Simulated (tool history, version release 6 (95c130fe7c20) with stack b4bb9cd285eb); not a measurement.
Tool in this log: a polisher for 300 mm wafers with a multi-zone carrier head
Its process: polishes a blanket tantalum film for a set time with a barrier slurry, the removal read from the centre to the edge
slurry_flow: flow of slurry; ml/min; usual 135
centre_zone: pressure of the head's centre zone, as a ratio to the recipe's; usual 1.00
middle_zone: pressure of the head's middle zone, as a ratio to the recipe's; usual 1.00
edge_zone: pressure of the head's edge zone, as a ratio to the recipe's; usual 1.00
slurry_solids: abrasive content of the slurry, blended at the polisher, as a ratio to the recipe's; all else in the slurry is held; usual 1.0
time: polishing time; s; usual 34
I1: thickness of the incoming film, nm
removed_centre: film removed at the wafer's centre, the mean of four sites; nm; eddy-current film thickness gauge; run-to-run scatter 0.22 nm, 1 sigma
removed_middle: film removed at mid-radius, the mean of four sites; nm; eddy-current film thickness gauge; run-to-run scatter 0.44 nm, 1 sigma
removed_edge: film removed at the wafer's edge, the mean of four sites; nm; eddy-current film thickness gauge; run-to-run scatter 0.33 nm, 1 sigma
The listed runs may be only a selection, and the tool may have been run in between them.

Run 1, hour 0.0: usual settings; I1 322.5. Result: removed_centre 32.8 nm, removed_middle 33.2 nm, removed_edge 32.2 nm.
Run 2, hour 30.2: usual settings; I1 324.2. Result: removed_centre 31.7 nm, removed_middle 32.2 nm, removed_edge 31.5 nm.
Run 3, hour 61.9: usual settings but middle_zone 1.08, time 38 s; I1 320.4. Result: removed_centre 35.0 nm, removed_middle 38.0 nm, removed_edge 34.6 nm.
Run 4, hour 90.9: usual settings but slurry_flow 105 ml/min; I1 318.5. Result: removed_centre 29.0 nm, removed_middle 29.4 nm, removed_edge 29.3 nm.
Run 5, hour 107.2: usual settings but slurry_flow 125 ml/min, centre_zone 0.89, middle_zone 0.96, time 24 s; I1 321.7. Result: removed_centre 18.9 nm, removed_middle 21.5 nm, removed_edge 21.9 nm.
Run 6, hour 131.3: usual settings; I1 321.0. Result: removed_centre 30.8 nm, removed_middle 30.6 nm, removed_edge 30.7 nm.
At hour 139.2: carrier head's membrane replaced by a new one, of another model than before.
At hour 153.6: worn pad replaced by a new one.
Run 7, hour 154.1: usual settings; I1 314.9. Result: removed_centre 33.8 nm, removed_middle 33.9 nm, removed_edge 33.8 nm.
Run 8, hour 180.3: usual settings but centre_zone 1.06, middle_zone 0.91, slurry_solids 0.8; I1 323.0. Result: removed_centre 32.3 nm, removed_middle 30.0 nm, removed_edge 31.0 nm.
At hour 188.2: centre zone pressure recalibrated.
Run 9, hour 211.4: usual settings; I1 316.4. Result: removed_centre 32.2 nm, removed_middle 32.9 nm, removed_edge 31.3 nm.
Run 10, hour 238.0: usual settings but centre_zone 1.10, middle_zone 1.05, edge_zone 1.07, time 42 s; I1 320.2. Result: removed_centre 42.5 nm, removed_middle 40.1 nm, removed_edge 40.1 nm.
At hour 245.3: edge zone pressure recalibrated.
At hour 269.0: slurry nozzle cleaned.
Run 11, hour 281.1: usual settings but slurry_flow 95 ml/min, middle_zone 1.08; I1 318.1. Result: removed_centre 28.2 nm, removed_middle 29.9 nm, removed_edge 29.5 nm.
Run 12, hour 310.5: usual settings but slurry_flow 155 ml/min, centre_zone 0.94; I1 318.2. Result: removed_centre 30.9 nm, removed_middle 31.4 nm, removed_edge 31.3 nm.
Run 13, hour 348.3: usual settings but edge_zone 1.07; I1 318.2. Result: removed_centre 30.9 nm, removed_middle 31.1 nm, removed_edge 31.3 nm.
At hour 366.9: worn pad replaced by a new one.
Run 14, hour 377.7: usual settings but slurry_flow 170 ml/min; I1 318.7. Result: removed_centre 35.2 nm, removed_middle 35.5 nm, removed_edge 34.0 nm.
Run 15, hour 411.0: usual settings but slurry_flow 175 ml/min, middle_zone 1.08, slurry_solids 1.3; I1 314.7. Result: removed_centre 36.6 nm, removed_middle 38.6 nm, removed_edge 34.8 nm.
Run 16, hour 442.1: usual settings but slurry_flow 115 ml/min, centre_zone 0.90, slurry_solids 0.8; I1 321.1. Result: removed_centre 26.3 nm, removed_middle 29.1 nm, removed_edge 28.8 nm.
Run 17, hour 454.4: usual settings but edge_zone 1.11; I1 319.6. Result: removed_centre 31.6 nm, removed_middle 31.4 nm, removed_edge 32.1 nm.
Run 18, hour 486.3: usual settings but slurry_flow 100 ml/min; I1 326.1. Result: removed_centre 28.7 nm, removed_middle 28.8 nm, removed_edge 29.5 nm.
At hour 552.7: worn pad replaced by a new one.
Run 19, hour 554.2: usual settings but centre_zone 1.08; I1 324.5. Result: removed_centre 36.1 nm, removed_middle 34.3 nm, removed_edge 33.5 nm.
Run 20, hour 572.0: usual settings but centre_zone 0.97, middle_zone 1.03, edge_zone 1.06; I1 315.8. Result: removed_centre 32.6 nm, removed_middle 34.1 nm, removed_edge 33.0 nm.
Run 21, hour 588.9: usual settings but edge_zone 0.93; I1 317.6. Result: removed_centre 32.4 nm, removed_middle 32.2 nm, removed_edge 31.5 nm.
At hour 589.9: slurry nozzle cleaned.
Run 22, hour 609.1: usual settings; I1 317.7. Result: removed_centre 32.1 nm, removed_middle 32.1 nm, removed_edge 31.8 nm.

Here are 3 independent what-if runs from the current tool condition. What would each one return?
Run A, hour 609.5: usual settings; I1 318.0. Result: removed_centre ?, removed_middle ?, removed_edge ?.
Run B, hour 609.5: usual settings but slurry_flow 170 ml/min, slurry_solids 1.1; I1 318.0. Result: removed_centre ?, removed_middle ?, removed_edge ?.
Run C, hour 609.5: usual settings but slurry_flow 175 ml/min, edge_zone 0.95; I1 318.0. Result: removed_centre ?, removed_middle ?, removed_edge ?.

run  removed_centre  removed_middle  removed_edge
  A            32.4            31.9          32.0
  B            34.9            34.2          33.9
  C            34.3            33.5          32.7
Without the tool's hidden state the same runs would have given:
run  removed_centre  removed_middle  removed_edge
  A            34.4            33.9          34.0
  B            37.1            36.4          36.0
  C            36.4            35.7          34.8

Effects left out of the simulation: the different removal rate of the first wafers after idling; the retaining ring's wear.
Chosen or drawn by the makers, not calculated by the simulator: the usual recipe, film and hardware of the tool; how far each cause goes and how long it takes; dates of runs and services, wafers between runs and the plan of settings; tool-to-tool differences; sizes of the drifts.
